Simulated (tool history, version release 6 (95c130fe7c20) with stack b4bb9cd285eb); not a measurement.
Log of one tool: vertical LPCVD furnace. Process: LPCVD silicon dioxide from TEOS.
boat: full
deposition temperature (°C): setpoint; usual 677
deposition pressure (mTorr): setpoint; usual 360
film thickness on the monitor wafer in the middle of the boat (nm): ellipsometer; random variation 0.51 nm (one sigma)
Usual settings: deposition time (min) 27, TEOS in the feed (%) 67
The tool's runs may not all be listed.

run   hour  deposition temperature (°C)  deposition pressure (mTorr)  deposition time (min)  TEOS in the feed (%)  wafers since the last listed run  hours since the last temperature calibration  hours since the pressure gauge was zeroed  hours since the TEOS flow controller was replaced  hours since the gauge calibration  read-back reference wafer on the same gauge, thickness  film thickness on the monitor wafer in the middle of the boat (nm)
  1      0                          677                          430                     27                    75                                 0                                        3437.7                                     2156.7                                             3179.9                               42.7                                                  137.16                                                              158.38
  2   57.4                          677                          430                     27                    75                               734                                        3495.1                                     2214.1                                             3237.3                              100.1                                                  137.02                                                              157.49
  3   90.2                          677                          430                     27                    75                               419                                        3527.9                                     2246.9                                             3270.1                              132.9                                                  137.12                                                              157.76
  4  147.6                          677                          360                     30                    67                               734                                        3585.3                                     2304.3                                             3327.5                              190.3                                                  137.03                                                              151.94
  5  184.8                          677                          360                     30                    67                               475                                        3622.5                                     2341.5                                             3364.7                              227.5                                                   136.8                                                              151.06
  6  238.3                          677                          360                     27                    67                               684                                          3676                                       2395                                             3418.2                                281                                                  137.05                                                                 136
  7  299.8                          677                          360                     31                    67                               786                                        3737.5                                     2456.5                                             3479.7                              342.5                                                  137.04                                                              156.15
  8  354.8                          677                          360                     31                    67                               703                                        3792.5                                     2511.5                                             3534.7                              397.5                                                  137.11                                                              155.91
  9  425.1                          677                          360                     27                    67                               899                                        3862.8                                     2581.8                                               3605                              467.8                                                  137.08                                                               136.7
     595.1  -- TEOS flow controller replaced
     613.9  -- pressure gauge zeroed
 10  631.8                          677                          360                     33                    79                              2096                                        4069.5                                       17.9                                               36.7                              674.5                                                  137.04                                                              181.82
     659.1  -- thermocouples replaced and temperature profile calibrated
     688.7  -- gauge calibrated
 11  695.6                          668                          360                     27                    67                               509                                          36.5                                       81.7                                              100.5                                6.9                                                  137.09                                                               99.05
 12  767.2                          677                          360                     30                    67                               916                                         108.1                                      153.3                                              172.1                               78.5                                                  137.04                                                              138.59
 13  831.6                          677                          360                   36.5                    74                               823                                         172.5                                      217.7                                              236.5                              142.9                                                  136.97                                                              177.98
 14  871.4                          681                          360                     27                    56                               509                                         212.3                                      257.5                                              276.3                              182.7                                                  136.92                                                              126.18
 15  915.6                          685                          295                     27                    61                               565                                         256.5                                      301.7                                              320.5                              226.9                                                  137.02                                                              131.96
 16    967                          677                          360                     27                    67                               657                                         307.9                                      353.1                                              371.9                              278.3                                                  137.04                                                              126.25

3 ways to go on from here, each from the tool as it stands after run 16. What would each give?
  A  971.9                          677                          425                     27                    67                                62                                         312.8                                        358                                              376.8                              283.2                                                       ?                                                                   ?
  B  971.9                          677                          360                     24                    67                                62                                         312.8                                        358                                              376.8                              283.2                                                       ?                                                                   ?
  C  971.9                          687                          320                   31.5                    72                                62                                         312.8                                        358                                              376.8                              283.2                                                       ?                                                                   ?

run  read-back reference wafer on the same gauge, thickness  film thickness on the monitor wafer in the middle of the boat (nm)
  A                                                  137.07                                                              136.86
  B                                                  137.07                                                              111.97
  C                                                  137.07                                                              182.77
Without the tool's hidden state the same runs would have given:
run  film thickness on the monitor wafer in the middle of the boat (nm)
  A                                                               133.4
  B                                                              109.14
  C                                                              178.25

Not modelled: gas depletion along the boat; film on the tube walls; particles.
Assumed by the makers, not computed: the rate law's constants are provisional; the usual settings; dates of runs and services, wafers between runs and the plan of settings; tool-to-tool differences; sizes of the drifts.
